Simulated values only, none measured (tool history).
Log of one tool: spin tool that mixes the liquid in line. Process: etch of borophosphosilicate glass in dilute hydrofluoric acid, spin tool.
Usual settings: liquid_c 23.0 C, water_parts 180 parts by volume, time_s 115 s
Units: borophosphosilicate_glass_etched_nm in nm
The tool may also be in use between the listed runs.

run,hour,liquid_c,water_parts,time_s,"read-back film thickness of the borophosphosilicate glass reference wafer, read on the same gauge (nm)",borophosphosilicate_glass_etched_nm
1,0.0,23.0,180,115,40.00,25.30
2,33.8,23.0,180,115,39.99,25.22
3,117.4,23.0,180,115,40.00,25.44
4,135.3,23.0,180,115,40.01,25.60
5,171.0,23.0,180,115,39.98,25.39
6,196.1,23.0,180,115,39.99,25.31
7,231.3,23.0,180,115,40.00,25.56
8,262.1,23.0,180,115,40.00,25.38
9,274.7,23.0,180,115,39.98,25.41
10,294.6,23.0,180,115,39.99,25.29
11,317.7,23.0,180,115,39.99,25.38
12,347.5,27.5,260,80,40.02,13.21
13,375.0,24.5,230,50,39.99,8.69
14,401.4,18.5,250,95,40.01,11.89
15,417.3,20.5,95,145,40.00,60.32
16,429.8,27.5,110,115,39.99,53.52
17,446.6,24.5,265,115,40.02,16.79
18,478.3,23.0,100,170,39.99,74.43
19,503.1,26.0,180,75,40.03,18.64
20,587.4,23.0,180,115,40.01,25.62
21,618.6,23.0,180,115,40.00,25.46
22,632.3,23.0,215,115,39.98,20.29

Not shown: 3 entries that the log had between the listed runs. Between which runs, and how does the tool's hidden state differ before and after?
Between runs 7 and 8: hydrofluoric acid flow meter replaced (hour 237.9)
  no hidden state differs between the two runs
Between runs 8 and 9: thermometer replaced (hour 266.8)
  no hidden state differs between the two runs
Between runs 14 and 15: gauge calibrated (hour 402.5)
  no hidden state differs between the two runs
